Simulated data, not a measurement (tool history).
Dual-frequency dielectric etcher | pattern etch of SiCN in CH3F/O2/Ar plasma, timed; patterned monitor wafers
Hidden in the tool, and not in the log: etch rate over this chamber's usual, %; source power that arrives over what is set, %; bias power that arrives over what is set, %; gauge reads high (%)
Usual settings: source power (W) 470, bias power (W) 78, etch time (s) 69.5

| run | hour | source power (W) | bias power (W) | etch time (s) | wafers since the last listed run | hours since the last wet clean | hours since the last source power generator calibration | hours since the last bias power generator calibration | hours since the last upper electrode change | hours since the gauge calibration | read-back reference wafer on the same gauge, depth_nm | mean etch depth across the wafer (angstrom) |
|---|---|---|---|---|---|---|---|---|---|---|---|---|
| 1 | 0 | 470 | 78 | 69.5 | 0 | 268.5 | 41.2 | 3860.3 | 3120.9 | 28.9 | 22.22 | 261 |
| 2 | 12.6 | 470 | 73 | 54 | 182 | 281.1 | 53.8 | 3872.9 | 3133.5 | 41.5 | 22.2 | 195.5 |
| 3 | 52.7 | 470 | 73 | 54 | 579 | 321.2 | 93.9 | 3913 | 3173.6 | 81.6 | 22.21 | 197.3 |
| 4 | 69.3 | 470 | 78 | 69.5 | 240 | 337.8 | 110.5 | 3929.6 | 3190.2 | 98.2 | 22.2 | 263.5 |
| 5 | 84.3 | 470 | 78 | 69.5 | 216 | 352.8 | 125.5 | 3944.6 | 3205.2 | 113.2 | 22.2 | 260.2 |
| 6 | 91.3 | 470 | 85 | 69.5 | 101 | 359.8 | 132.5 | 3951.6 | 3212.2 | 120.2 | 22.23 | 269.4 |
|  | 131.3 | wet clean of the chamber |
| 7 | 131.8 | 470 | 85 | 69.5 | 238 | 0.5 | 173 | 3992.1 | 3252.7 | 160.7 | 22.21 | 268.6 |
| 8 | 132.2 | 430 | 86 | 69.5 | 5 | 0.9 | 173.4 | 3992.5 | 3253.1 | 161.1 | 22.21 | 260.2 |
| 9 | 140.6 | 370 | 78 | 69.5 | 121 | 9.3 | 181.8 | 4000.9 | 3261.5 | 169.5 | 22.2 | 229.2 |
| 10 | 149.3 | 470 | 73 | 54 | 125 | 18 | 190.5 | 4009.6 | 3270.2 | 178.2 | 22.22 | 197.7 |
| 11 | 165.3 | 570 | 93 | 76.5 | 231 | 34 | 206.5 | 4025.6 | 3286.2 | 194.2 | 22.19 | 340 |
|  | 207.1 | upper electrode replaced |
| 12 | 207.6 | 410 | 65 | 52 | 264 | 76.3 | 248.8 | 4067.9 | 0.5 | 236.5 | 22.21 | 166.2 |
| 13 | 207.9 | 470 | 61 | 69.5 | 4 | 76.6 | 249.1 | 4068.2 | 0.8 | 236.8 | 22.21 | 235 |
| 14 | 210.8 | 430 | 89 | 57 | 41 | 79.5 | 252 | 4071.1 | 3.7 | 239.7 | 22.2 | 216.6 |
| 15 | 220.5 | 470 | 88 | 69.5 | 140 | 89.2 | 261.7 | 4080.8 | 13.4 | 249.4 | 22.2 | 274 |
| 16 | 228 | 390 | 78 | 77 | 108 | 96.7 | 269.2 | 4088.3 | 20.9 | 256.9 | 22.19 | 261.6 |
|  | 234.5 | bias power generator calibrated |
| 17 | 239.6 | 430 | 85 | 49.5 | 109 | 108.3 | 280.8 | 5.1 | 32.5 | 268.5 | 22.2 | 183.3 |
| 18 | 245.7 | 560 | 78 | 81.5 | 88 | 114.4 | 286.9 | 11.2 | 38.6 | 274.6 | 22.2 | 334.7 |
| 19 | 252.6 | 580 | 78 | 60 | 99 | 121.3 | 293.8 | 18.1 | 45.5 | 281.5 | 22.19 | 249.4 |
| 20 | 260.6 | 470 | 78 | 69.5 | 115 | 129.3 | 301.8 | 26.1 | 53.5 | 289.5 | 22.21 | 261.1 |
| 21 | 277.5 | 470 | 78 | 63.5 | 244 | 146.2 | 318.7 | 43 | 70.4 | 306.4 | 22.18 | 237.9 |
| 22 | 293.4 | 430 | 64 | 89.5 | 229 | 162.1 | 334.6 | 58.9 | 86.3 | 322.3 | 22.18 | 292.4 |
| 23 | 309.6 | 400 | 62 | 69.5 | 234 | 178.3 | 350.8 | 75.1 | 102.5 | 338.5 | 22.18 | 214.9 |
| 24 | 321.9 | 410 | 84 | 78.5 | 177 | 190.6 | 363.1 | 87.4 | 114.8 | 350.8 | 22.2 | 284.7 |
| 25 | 331.8 | 580 | 93 | 48.5 | 143 | 200.5 | 373 | 97.3 | 124.7 | 360.7 | 22.2 | 218.8 |
| 26 | 347.2 | 430 | 78 | 69.5 | 222 | 215.9 | 388.4 | 112.7 | 140.1 | 376.1 | 22.2 | 249.6 |
| 27 | 354 | 470 | 78 | 69.5 | 98 | 222.7 | 395.2 | 119.5 | 146.9 | 382.9 | 22.2 | 261.7 |
| 28 | 361.8 | 470 | 78 | 69.5 | 112 | 230.5 | 403 | 127.3 | 154.7 | 390.7 | 22.2 | 260.5 |
| 29 | 377.5 | 470 | 73 | 84.5 | 227 | 246.2 | 418.7 | 143 | 170.4 | 406.4 | 22.17 | 308.2 |
| 30 | 394.3 | 350 | 86 | 89.5 | 242 | 263 | 435.5 | 159.8 | 187.2 | 423.2 | 22.23 | 297.1 |
| 31 | 403.6 | 560 | 78 | 86.5 | 134 | 272.3 | 444.8 | 169.1 | 196.5 | 432.5 | 22.22 | 352.5 |

3 ways to go on from here, each from the tool as it stands after run 31. What would each give?
| A | 404 | 470 | 78 | 55 | 5 | 272.7 | 445.2 | 169.5 | 196.9 | 432.9 | ? | ? |
| B | 404 | 470 | 72 | 87.5 | 5 | 272.7 | 445.2 | 169.5 | 196.9 | 432.9 | ? | ? |
| C | 404 | 470 | 86 | 69.5 | 5 | 272.7 | 445.2 | 169.5 | 196.9 | 432.9 | ? | ? |

| run | read-back reference wafer on the same gauge, depth_nm | mean etch depth across the wafer (angstrom) |
|---|---|---|
| A | 22.17 | 206.1 |
| B | 22.17 | 316.6 |
| C | 22.17 | 271.9 |
Without the tool's hidden state the same runs would have given:
| run | mean etch depth across the wafer (angstrom) |
|---|---|
| A | 206.1 |
| B | 316.6 |
| C | 271.9 |
